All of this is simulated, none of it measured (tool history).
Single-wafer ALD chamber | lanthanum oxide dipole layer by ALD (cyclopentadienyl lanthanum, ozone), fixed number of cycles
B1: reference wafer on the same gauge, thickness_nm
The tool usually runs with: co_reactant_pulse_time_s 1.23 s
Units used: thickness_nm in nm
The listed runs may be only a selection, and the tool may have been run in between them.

Run 1, hour 0: usual settings but co_reactant_pulse_time_s 1.62 s; B1 0.575. Result: thickness_nm 0.603 nm.
Run 2, hour 9: usual settings but co_reactant_pulse_time_s 0.94 s; B1 0.575. Result: thickness_nm 0.514 nm.
Run 3, hour 21.6: usual settings but co_reactant_pulse_time_s 0.94 s; B1 0.575. Result: thickness_nm 0.513 nm.
Run 4, hour 31.4: usual settings; B1 0.575. Result: thickness_nm 0.568 nm.
Run 5, hour 47.3: usual settings; B1 0.575. Result: thickness_nm 0.571 nm.
Run 6, hour 64.7: usual settings; B1 0.575. Result: thickness_nm 0.571 nm.
At hour 77.1: showerhead replaced.
Run 7, hour 77.8: usual settings; B1 0.575. Result: thickness_nm 0.569 nm.
At hour 94.2: ozone generator serviced.
Run 8, hour 94.7: usual settings; B1 0.574. Result: thickness_nm 0.571 nm.
Run 9, hour 100.8: usual settings but co_reactant_pulse_time_s 0.99 s; B1 0.575. Result: thickness_nm 0.526 nm.
Run 10, hour 111.6: usual settings; B1 0.575. Result: thickness_nm 0.569 nm.
At hour 115.4: gauge calibrated.
Run 11, hour 118: usual settings but co_reactant_pulse_time_s 1.67 s; B1 0.575. Result: thickness_nm 0.605 nm.
At hour 134.9: thermocouple changed; heater temperature recalibrated.
Run 12, hour 135.4: usual settings but co_reactant_pulse_time_s 1.38 s; B1 0.575. Result: thickness_nm 0.587 nm.
Run 13, hour 142.3: usual settings but co_reactant_pulse_time_s 0.89 s; B1 0.575. Result: thickness_nm 0.498 nm.
Run 14, hour 153.7: usual settings; B1 0.576. Result: thickness_nm 0.571 nm.
Run 15, hour 164.1: usual settings but co_reactant_pulse_time_s 0.86 s; B1 0.575. Result: thickness_nm 0.491 nm.
Run 16, hour 170.8: usual settings but co_reactant_pulse_time_s 0.75 s; B1 0.575. Result: thickness_nm 0.45 nm.
Run 17, hour 183.8: usual settings but co_reactant_pulse_time_s 0.81 s; B1 0.575. Result: thickness_nm 0.474 nm.

The tool's hidden state at each run:
wafer temperature above the value expected at the setpoint (K): 0 across all the runs
ozone dose above that of a generator just serviced (%): 0 across all the runs
gauge reads high (%): 0 across all the runs

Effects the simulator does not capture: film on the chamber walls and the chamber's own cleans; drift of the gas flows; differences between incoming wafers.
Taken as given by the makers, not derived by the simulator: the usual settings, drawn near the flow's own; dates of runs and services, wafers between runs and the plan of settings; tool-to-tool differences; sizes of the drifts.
